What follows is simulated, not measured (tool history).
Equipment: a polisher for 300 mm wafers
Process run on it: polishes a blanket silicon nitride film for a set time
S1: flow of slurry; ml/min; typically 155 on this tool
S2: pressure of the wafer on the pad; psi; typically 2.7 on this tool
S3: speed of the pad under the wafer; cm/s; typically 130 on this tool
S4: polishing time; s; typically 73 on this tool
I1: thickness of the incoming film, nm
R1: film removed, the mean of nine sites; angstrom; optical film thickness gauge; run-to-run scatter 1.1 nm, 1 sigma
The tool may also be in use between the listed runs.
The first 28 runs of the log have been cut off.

| run | day | S1 | S2 | S3 | S4 | I1 | R1 |
|---|---|---|---|---|---|---|---|
| 29 | 114.317 | 155 | 2.7 | 130 | 73 | 531.1 | 1086 |
| 30 | 117.692 | 185 | 2.7 | 130 | 56 | 540.9 | 845 |
| 31 | 119.746 | 100 | 2.5 | 112 | 83 | 542.1 | 876 |
| 32 | 121.588 | 200 | 2.7 | 130 | 58 | 535.6 | 877 |
| 33 | 125.779 | 155 | 2.7 | 130 | 54 | 536.4 | 756 |
|  | 129.304 | worn pad replaced by a new one |
| 34 | 129.812 | 205 | 2.7 | 168 | 73 | 530 | 1303 |
|  | 130.929 | slurry nozzle cleaned |
| 35 | 134.071 | 125 | 2.7 | 130 | 73 | 542.5 | 1010 |
| 36 | 137.958 | 155 | 2 | 130 | 88 | 546.8 | 995 |

4 ways to go on from here, each from the tool as it stands after run 36. What would each give?
| A | 137.975 | 155 | 2.7 | 130 | 73 | 548.2 | ? |
| B | 137.975 | 125 | 2 | 90 | 51 | 548.2 | ? |
| C | 137.975 | 185 | 2 | 130 | 73 | 548.2 | ? |
| D | 137.975 | 180 | 2.2 | 130 | 58 | 548.2 | ? |

| run | R1 |
|---|---|
| A | 1051 |
| B | 414 |
| C | 863 |
| D | 733 |
What these runs would have given with no unlogged condition in the tool:
| run | R1 |
|---|---|
| A | 1170 |
| B | 464 |
| C | 957 |
| D | 813 |
